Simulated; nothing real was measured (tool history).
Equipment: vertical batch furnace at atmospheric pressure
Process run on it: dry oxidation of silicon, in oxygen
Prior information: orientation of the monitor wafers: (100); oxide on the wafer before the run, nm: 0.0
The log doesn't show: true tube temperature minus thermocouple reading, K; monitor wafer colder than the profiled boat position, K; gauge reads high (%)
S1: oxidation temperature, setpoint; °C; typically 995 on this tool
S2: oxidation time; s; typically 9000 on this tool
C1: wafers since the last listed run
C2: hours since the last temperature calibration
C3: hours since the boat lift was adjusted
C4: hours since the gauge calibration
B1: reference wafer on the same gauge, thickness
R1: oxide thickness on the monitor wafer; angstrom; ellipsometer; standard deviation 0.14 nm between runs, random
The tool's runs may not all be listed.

| run | day | S1 | S2 | C1 | C2 | C3 | C4 | B1 | R1 |
|---|---|---|---|---|---|---|---|---|---|
| 1 | 0.000 | 995 | 9000 | 0 | 3650.1 | 2534.6 | 126.5 | 84.84 | 899.1 |
| 2 | 0.538 | 995 | 9000 | 179 | 3663.0 | 2547.5 | 139.4 | 84.80 | 898.2 |
| 3 | 1.579 | 995 | 9000 | 348 | 3688.0 | 2572.5 | 164.4 | 84.71 | 894.7 |
|  | 1.738 | gauge calibrated |
| 4 | 2.642 | 995 | 9000 | 355 | 3713.5 | 2598.0 | 21.7 | 85.27 | 902.5 |
| 5 | 3.654 | 995 | 9000 | 338 | 3737.8 | 2622.3 | 46.0 | 85.20 | 898.3 |
| 6 | 4.100 | 995 | 9000 | 149 | 3748.5 | 2633.0 | 56.7 | 85.21 | 901.0 |
| 7 | 4.754 | 995 | 9000 | 218 | 3764.2 | 2648.7 | 72.4 | 85.14 | 900.6 |
| 8 | 5.129 | 995 | 9000 | 125 | 3773.2 | 2657.7 | 81.4 | 85.10 | 897.9 |
|  | 6.908 | thermocouples replaced and temperature profile calibrated |
|  | 7.904 | boat lift adjusted |
| 9 | 7.925 | 988 | 12150 | 268 | 24.4 | 0.5 | 148.5 | 84.86 | 1039.7 |
| 10 | 8.179 | 995 | 9000 | 84 | 30.5 | 6.6 | 154.6 | 84.84 | 896.6 |
| 11 | 8.588 | 995 | 9000 | 136 | 40.3 | 16.4 | 164.4 | 84.87 | 895.1 |
|  | 9.112 | gauge calibrated |
| 12 | 9.400 | 995 | 6660 | 271 | 59.8 | 35.9 | 6.9 | 85.33 | 729.9 |
| 13 | 10.271 | 995 | 5160 | 291 | 80.7 | 56.8 | 27.8 | 85.28 | 614.1 |
| 14 | 11.046 | 1002 | 6630 | 259 | 99.3 | 75.4 | 46.4 | 85.17 | 779.6 |
| 15 | 11.454 | 995 | 5610 | 136 | 109.1 | 85.2 | 56.2 | 85.17 | 649.5 |
| 16 | 12.125 | 987 | 9000 | 224 | 125.2 | 101.3 | 72.3 | 85.09 | 835.2 |

Branching from run 16: 3 alternative next runs. What would each branch give?
| A | 12.383 | 1003 | 9000 | 86 | 131.4 | 107.5 | 78.5 | ? | ? |
| B | 12.383 | 983 | 12450 | 86 | 131.4 | 107.5 | 78.5 | ? | ? |
| C | 12.383 | 1014 | 9000 | 86 | 131.4 | 107.5 | 78.5 | ? | ? |

| run | B1 | R1 |
|---|---|---|
| A | 85.06 | 968.8 |
| B | 85.06 | 1013.8 |
| C | 85.06 | 1071.7 |
With no hidden state in the tool, these same runs would have given:
| run | R1 |
|---|---|
| A | 971.4 |
| B | 1016.6 |
| C | 1074.6 |

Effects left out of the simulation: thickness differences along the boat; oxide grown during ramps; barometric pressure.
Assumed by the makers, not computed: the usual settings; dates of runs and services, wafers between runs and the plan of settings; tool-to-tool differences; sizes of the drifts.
